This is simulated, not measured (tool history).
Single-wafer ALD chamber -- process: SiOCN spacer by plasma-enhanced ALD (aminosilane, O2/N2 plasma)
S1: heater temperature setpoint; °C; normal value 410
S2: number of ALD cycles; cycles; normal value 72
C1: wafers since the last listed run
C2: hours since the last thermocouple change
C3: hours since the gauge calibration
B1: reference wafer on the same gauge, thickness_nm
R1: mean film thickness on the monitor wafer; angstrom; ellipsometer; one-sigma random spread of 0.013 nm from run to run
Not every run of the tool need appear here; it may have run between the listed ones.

run,hour,S1,S2,C1,C2,C3,B1,R1
1,0.0,410,72,0,1214.8,222.1,3.981,40.04
2,55.7,410,72,170,1270.5,277.8,3.983,40.01
3,115.8,410,72,184,1330.6,337.9,3.977,40.01
4,148.0,410,72,98,1362.8,370.1,3.980,39.86
5,198.3,410,72,154,1413.1,420.4,3.979,39.75
# hour 261.8: thermocouple changed; heater temperature recalibrated
6,262.5,410,72,172,0.7,484.6,3.980,40.75
7,313.1,410,72,154,51.3,535.2,3.979,40.42
8,340.2,407,72,82,78.4,562.3,3.982,40.70
9,487.3,410,72,450,225.5,709.4,3.980,40.45
10,517.7,410,66,93,255.9,739.8,3.981,37.11
11,582.0,410,66,196,320.2,804.1,3.980,37.02
12,625.3,406,72,132,363.5,847.4,3.978,40.92
13,682.3,406,72,174,420.5,904.4,3.979,40.72
14,719.6,406,72,114,457.8,941.7,3.980,40.65
15,781.1,410,72,188,519.3,1003.2,3.980,40.58
16,824.1,410,72,131,562.3,1046.2,3.978,40.42
17,879.4,410,72,169,617.6,1101.5,3.982,40.42
18,927.1,400,82,146,665.3,1149.2,3.979,47.46
19,953.8,400,82,81,692.0,1175.9,3.977,47.53
20,996.8,400,82,131,735.0,1218.9,3.980,47.34
21,1058.1,420,80,187,796.3,1280.2,3.978,43.32
22,1113.2,420,80,168,851.4,1335.3,3.979,43.57
23,1170.6,402,80,175,908.8,1392.7,3.978,45.78
24,1239.5,410,72,210,977.7,1461.6,3.980,40.30
25,1374.1,400,82,412,1112.3,1596.2,3.980,47.00
26,1437.6,399,72,194,1175.8,1659.7,3.980,41.31
27,1499.8,414,80,190,1238.0,1721.9,3.980,44.17
28,1525.0,410,72,77,1263.2,1747.1,3.980,40.05
29,1559.1,410,72,104,1297.3,1781.2,3.982,40.19
30,1598.9,400,67,121,1337.1,1821.0,3.981,38.26
31,1703.2,424,85,319,1441.4,1925.3,3.977,45.10
32,1764.5,410,82,187,1502.7,1986.6,3.980,45.49
# hour 1815.7: gauge calibrated
33,1829.5,406,72,199,1567.7,13.8,3.980,40.46
# hour 1877.5: thermocouple changed; heater temperature recalibrated
34,1898.9,424,59,188,21.4,83.2,3.978,31.87
35,1928.9,419,85,91,51.4,113.2,3.982,46.44
36,1996.8,403,72,207,119.3,181.1,3.980,41.14
37,2067.9,403,86,217,190.4,252.2,3.983,49.22
38,2136.3,395,65,209,258.8,320.6,3.980,37.73
39,2165.6,406,59,89,288.1,349.9,3.977,33.60
40,2231.8,401,66,202,354.3,416.1,3.979,38.05
41,2269.0,422,83,113,391.5,453.3,3.978,45.10
42,2308.8,401,72,121,431.3,493.1,3.980,41.23
43,2344.1,398,65,108,466.6,528.4,3.982,37.54
44,2410.3,410,72,202,532.8,594.6,3.978,40.49

Predict each of these 5 candidate next runs independently; none follows another, all start after run 44:
A,2410.8,410,83,1,533.3,595.1,?,?
B,2410.8,406,81,1,533.3,595.1,?,?
C,2410.8,410,84,1,533.3,595.1,?,?
D,2410.8,410,67,1,533.3,595.1,?,?
E,2410.8,425,77,1,533.3,595.1,?,?

run,B1,R1
A,3.980,46.29
B,3.980,45.67
C,3.980,46.85
D,3.980,37.37
E,3.980,41.19
Without the tool's hidden state the same runs would have given:
run,R1
A,46.41
B,45.79
C,46.97
D,37.47
E,41.30
